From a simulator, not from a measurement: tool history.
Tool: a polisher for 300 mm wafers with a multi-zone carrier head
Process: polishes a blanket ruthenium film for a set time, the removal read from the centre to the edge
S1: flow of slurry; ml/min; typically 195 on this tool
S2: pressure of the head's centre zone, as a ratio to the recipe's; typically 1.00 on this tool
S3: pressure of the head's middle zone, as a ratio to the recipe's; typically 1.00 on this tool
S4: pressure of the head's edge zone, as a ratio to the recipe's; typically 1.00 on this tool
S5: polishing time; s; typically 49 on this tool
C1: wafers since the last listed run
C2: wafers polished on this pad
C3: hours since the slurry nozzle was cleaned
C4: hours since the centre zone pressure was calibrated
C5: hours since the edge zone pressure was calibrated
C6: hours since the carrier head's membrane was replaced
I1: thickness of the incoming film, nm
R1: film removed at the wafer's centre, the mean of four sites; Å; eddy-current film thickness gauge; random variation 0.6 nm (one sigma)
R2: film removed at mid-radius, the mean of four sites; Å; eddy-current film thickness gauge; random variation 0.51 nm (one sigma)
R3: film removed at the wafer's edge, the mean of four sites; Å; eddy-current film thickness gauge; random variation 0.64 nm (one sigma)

run    hour   S1    S2    S3    S4  S5    C1     C2     C3      C4      C5      C6     I1   R1   R2   R3
  1     0.0  195  1.07  1.00  1.00  49     0   7847  264.0   252.3    21.8  1004.3  271.4  644  597  612
  2   106.6  230  0.93  1.00  1.10  49  1567   9414  370.6   358.9   128.4  1110.9  272.4  593  622  659
  3   197.1  195  1.00  1.06  1.00  49  1330  10745  461.1   449.4   218.9  1201.4  266.6  626  621  611
      208.7  -- worn pad replaced by a new one
  4   271.7  195  1.00  0.97  1.00  49  1037    926  535.7   524.0   293.5  1276.0  267.6  614  600  609
  5   336.4  235  1.00  1.00  1.08  49   951   1877  600.4   588.7   358.2  1340.7  276.0  637  620  648
  6   415.3  140  1.05  1.10  1.00  49  1159   3037  679.3   667.6   437.1  1419.6  270.5  587  598  586
  7   466.7  195  1.00  1.00  1.00  49   755   3793  730.7   719.0   488.5  1471.0  269.1  608  601  630
  8   515.5  195  1.00  1.00  1.00  49   717   4510  779.5   767.8   537.3  1519.8  273.2  615  608  609
      543.4  -- slurry nozzle cleaned
  9   556.3  195  1.00  1.00  1.00  49   585   5095   12.9   808.6   578.1  1560.6  270.3  614  606  616
      783.2  -- centre zone pressure recalibrated
 10   808.9  195  1.00  1.00  1.00  49  3684   8780  265.5    25.7   830.7  1813.2  269.2  609  605  611
     1022.0  -- worn pad replaced by a new one
     1026.3  -- carrier head's membrane replaced by a new one
 11  1053.8  195  1.00  1.05  0.88  49  3479    404  510.4   270.6  1075.6    27.5  268.6  613  623  581
 12  1150.9  155  1.00  1.11  1.00  49  1427   1832  607.5   367.7  1172.7   124.6  270.9  584  621  593
     1227.0  -- edge zone pressure recalibrated
 13  1236.8  130  1.00  1.00  0.94  49  1233   3065  693.4   453.6     9.8   210.5  270.0  555  552  554
 14  1319.3  195  1.00  1.00  1.05  49  1212   4278  775.9   536.1    92.3   293.0  275.2  616  612  629
 15  1396.4  160  1.00  1.00  1.00  49  1133   5412  853.0   613.2   169.4   370.1  270.3  592  586  610
     1404.5  -- slurry nozzle cleaned
 16  1460.1  195  1.04  1.12  1.00  35   921   6334   55.6   676.9   233.1   433.8  275.6  453  462  430
 17  1508.8  195  1.00  1.00  1.09  65   715   7050  104.3   725.6   281.8   482.5  271.1  804  798  839
 18  1575.9  225  1.00  0.96  1.00  65   986   8036  171.4   792.7   348.9   549.6  271.3  833  789  820
 19  1635.1  195  0.96  1.08  1.08  43   870   8906  230.6   851.9   408.1   608.8  268.1  511  546  553
 20  1740.4  195  1.00  0.92  1.00  37  1548  10455  335.9   957.2   513.4   714.1  266.4  458  439  463
 21  1799.5  195  1.00  1.00  1.00  49   868  11324  395.0  1016.3   572.5   773.2  267.6  604  601  624
     1832.4  -- centre zone pressure recalibrated
     1851.5  -- worn pad replaced by a new one
 22  1884.1  195  1.00  1.00  0.93  49  1155    478  479.6    51.7   657.1   857.8  276.1  608  602  594
 23  1958.6  195  0.90  1.00  1.00  41  1095   1573  554.1   126.2   731.6   932.3  270.0  465  509  514

Here are 3 independent what-if runs from the current tool condition. What would each one return?
  A  1959.0  195  1.00  1.00  1.00  49   5  1579  554.5  126.6  732.0  932.7  268.6   ?   ?   ?
  B  1959.0  140  1.04  1.00  1.00  49   5  1579  554.5  126.6  732.0  932.7  268.6   ?   ?   ?
  C  1959.0  145  1.00  1.00  1.00  62   5  1579  554.5  126.6  732.0  932.7  268.6   ?   ?   ?

run   R1   R2   R3
  A  613  606  605
  B  587  568  577
  C  726  724  734
What these runs would have given with no unlogged condition in the tool:
run   R1   R2   R3
  A  613  606  605
  B  587  568  577
  C  726  724  734

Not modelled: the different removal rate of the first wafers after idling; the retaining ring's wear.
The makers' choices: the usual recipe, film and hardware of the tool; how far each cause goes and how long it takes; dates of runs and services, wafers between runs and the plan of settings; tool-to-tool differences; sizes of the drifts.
